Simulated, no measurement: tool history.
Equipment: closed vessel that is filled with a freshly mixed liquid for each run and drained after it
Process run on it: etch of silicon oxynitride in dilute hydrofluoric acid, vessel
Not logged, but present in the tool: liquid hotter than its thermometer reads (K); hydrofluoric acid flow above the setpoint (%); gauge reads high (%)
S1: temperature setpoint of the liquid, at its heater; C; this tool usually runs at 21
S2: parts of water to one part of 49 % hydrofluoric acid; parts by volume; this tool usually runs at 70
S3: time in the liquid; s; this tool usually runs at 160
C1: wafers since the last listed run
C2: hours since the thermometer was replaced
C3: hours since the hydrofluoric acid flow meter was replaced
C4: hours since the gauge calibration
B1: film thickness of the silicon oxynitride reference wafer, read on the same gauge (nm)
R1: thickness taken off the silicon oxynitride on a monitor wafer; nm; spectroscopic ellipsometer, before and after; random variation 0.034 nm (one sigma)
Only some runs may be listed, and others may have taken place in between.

run,day,S1,S2,S3,C1,C2,C3,C4,B1,R1
1,0,21,85,160,0,420,774.9,378.5,39.99,7.86
# day 0.862: thermometer replaced
2,0.883,21,85,160,1429,0.5,796.1,399.7,40.01,7.82
3,1.429,21,70,160,927,13.6,809.2,412.8,39.99,9.66
4,2.312,21,70,160,1500,34.8,830.4,434,39.99,9.67
5,3.254,21,90,85,1599,57.4,853,456.6,40.01,3.96
6,4.217,21,70,115,1634,80.5,876.1,479.7,39.97,6.92
7,5.658,21,70,115,2448,115.1,910.7,514.3,39.97,6.98
8,6.583,21,70,115,1571,137.3,932.9,536.5,40.04,6.93
9,7.7,21,70,235,1896,164.1,959.7,563.3,40.04,14.35
10,8.679,21,70,235,1662,187.6,983.2,586.8,39.99,14.22
11,9.225,21,70,205,927,200.7,996.3,599.9,40.03,12.41
12,9.858,21,70,205,1075,215.9,1011.5,615.1,40.01,12.44
13,10.717,21,70,205,1457,236.5,1032.1,635.7,40,12.34
14,11.325,21,70,160,1033,251.1,1046.7,650.3,40.03,9.66
15,12.367,21,70,160,1769,276.1,1071.7,675.3,40.01,9.67
# day 12.392: gauge calibrated
16,13.171,21,70,160,1365,295.4,1091,18.7,40.02,9.7
17,13.854,21,70,160,1160,311.8,1107.4,35.1,40.03,9.71
# day 15.196: hydrofluoric acid flow meter replaced
18,15.267,18.5,100,65,2328,345.7,1.7,69,39.98,2.39
19,16.008,21,70,160,1259,363.5,19.5,86.8,40.03,9.68
20,17.862,25.5,85,160,3149,408,64,131.3,40.02,9.8
21,18.546,21,70,160,1160,424.4,80.4,147.7,39.98,9.68
22,19.417,21,70,160,1479,445.3,101.3,168.6,40,9.72
# day 19.692: thermometer replaced
23,20.529,21,70,115,1818,20.1,128,195.3,40.04,6.99
24,21.25,17,45,215,1224,37.4,145.3,212.6,39.96,16.76
25,22.662,18.5,105,160,2398,71.3,179.2,246.5,40.01,5.55
26,23.688,24,90,160,1740,95.9,203.8,271.1,40.05,8.53
27,25.075,21,80,160,2356,129.2,237.1,304.4,40.03,8.42
28,26.267,18.5,80,160,2023,157.8,265.7,333,40.01,7.37
29,27.217,21,50,160,1613,180.6,288.5,355.8,40.01,13.82
30,27.825,21,70,80,1033,195.2,303.1,370.4,39.97,4.87

Give the tool's hidden conditions for every run:
liquid hotter than its thermometer reads (K): 0 across all the runs
hydrofluoric acid flow above the setpoint (%): 0 across all the runs
gauge reads high (%): 0 across all the runs

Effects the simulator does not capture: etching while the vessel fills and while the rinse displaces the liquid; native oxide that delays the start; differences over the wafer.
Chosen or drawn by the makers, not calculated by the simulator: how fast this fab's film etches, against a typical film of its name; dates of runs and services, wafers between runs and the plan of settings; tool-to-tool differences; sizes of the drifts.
